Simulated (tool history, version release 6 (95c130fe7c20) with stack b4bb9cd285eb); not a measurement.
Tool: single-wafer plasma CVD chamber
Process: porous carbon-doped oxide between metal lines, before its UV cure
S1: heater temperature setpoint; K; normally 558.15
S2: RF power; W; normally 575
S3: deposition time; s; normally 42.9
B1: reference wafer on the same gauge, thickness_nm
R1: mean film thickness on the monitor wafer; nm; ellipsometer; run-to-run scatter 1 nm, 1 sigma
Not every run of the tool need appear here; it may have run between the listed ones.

run 1 hour=0 | S1=558.15 S2=575 S3=42.9 | B1=285.015 | R1=287.167
run 2 hour=69.2 | S1=558.15 S2=575 S3=42.9 | B1=285.237 | R1=290.484
run 3 hour=116.3 | S1=558.15 S2=525 S3=42.9 | B1=285.12 | R1=275.331
run 4 hour=169.8 | S1=558.15 S2=575 S3=42.9 | B1=284.862 | R1=289.611
run 5 hour=200.3 | S1=558.15 S2=575 S3=42.9 | B1=285.037 | R1=289.793
run 6 hour=237.4 | S1=558.15 S2=575 S3=42.9 | B1=284.943 | R1=288.001
run 7 hour=297.6 | S1=553.15 S2=575 S3=42.9 | B1=285.031 | R1=297.971
run 8 hour=336.6 | S1=553.15 S2=575 S3=42.9 | B1=284.752 | R1=300.709
run 9 hour=390.8 | S1=554.15 S2=575 S3=47.3 | B1=284.808 | R1=325.637
run 10 hour=430.5 | S1=554.15 S2=575 S3=47.3 | B1=285.15 | R1=326.324
run 11 hour=480.5 | S1=558.15 S2=575 S3=42.9 | B1=284.827 | R1=289.034
run 12 hour=518 | S1=564.15 S2=575 S3=42.9 | B1=285.054 | R1=276.557
-- hour=562.6 gauge calibrated
run 13 hour=569.4 | S1=564.15 S2=575 S3=42.9 | B1=285.146 | R1=276.118
-- hour=632.3 RF generator calibrated
run 14 hour=638.9 | S1=564.15 S2=575 S3=42.9 | B1=285.089 | R1=277.802
run 15 hour=695 | S1=558.15 S2=575 S3=42.9 | B1=285.23 | R1=287.696
run 16 hour=740.1 | S1=558.15 S2=615 S3=42.9 | B1=284.657 | R1=298.872
run 17 hour=797.7 | S1=558.15 S2=575 S3=37.1 | B1=285.06 | R1=251.568
-- hour=810.5 showerhead replaced
run 18 hour=838 | S1=558.15 S2=575 S3=42.9 | B1=285.102 | R1=288.368
run 19 hour=897.3 | S1=547.15 S2=530 S3=47.4 | B1=284.31 | R1=329.175
run 20 hour=925.9 | S1=558.15 S2=575 S3=42.9 | B1=285.141 | R1=288.398
run 21 hour=981.1 | S1=570.15 S2=650 S3=39 | B1=285.082 | R1=257.938
-- hour=1044.8 thermocouple changed; heater temperature recalibrated
run 22 hour=1053 | S1=544.15 S2=490 S3=34.8 | B1=284.926 | R1=237.679
run 23 hour=1086.4 | S1=572.15 S2=650 S3=45.1 | B1=285.158 | R1=295.652
run 24 hour=1155.8 | S1=569.15 S2=575 S3=42.9 | B1=284.877 | R1=269.301
run 25 hour=1223.8 | S1=558.15 S2=575 S3=47.6 | B1=284.919 | R1=319.163
run 26 hour=1291.2 | S1=558.15 S2=575 S3=42.9 | B1=285.123 | R1=287.363
run 27 hour=1331.4 | S1=558.15 S2=575 S3=42.9 | B1=285.077 | R1=289.492
run 28 hour=1373.3 | S1=566.15 S2=535 S3=50.8 | B1=284.873 | R1=311.13

The next listed run, before its measurement:
run 29 hour=1421.8 | S1=569.15 S2=575 S3=42.9 | B1=? | R1=?

B1: 285.24
R1: 269.301 nm
Minus the tool's unlogged condition, the same run would have read R1 269.301 nm.

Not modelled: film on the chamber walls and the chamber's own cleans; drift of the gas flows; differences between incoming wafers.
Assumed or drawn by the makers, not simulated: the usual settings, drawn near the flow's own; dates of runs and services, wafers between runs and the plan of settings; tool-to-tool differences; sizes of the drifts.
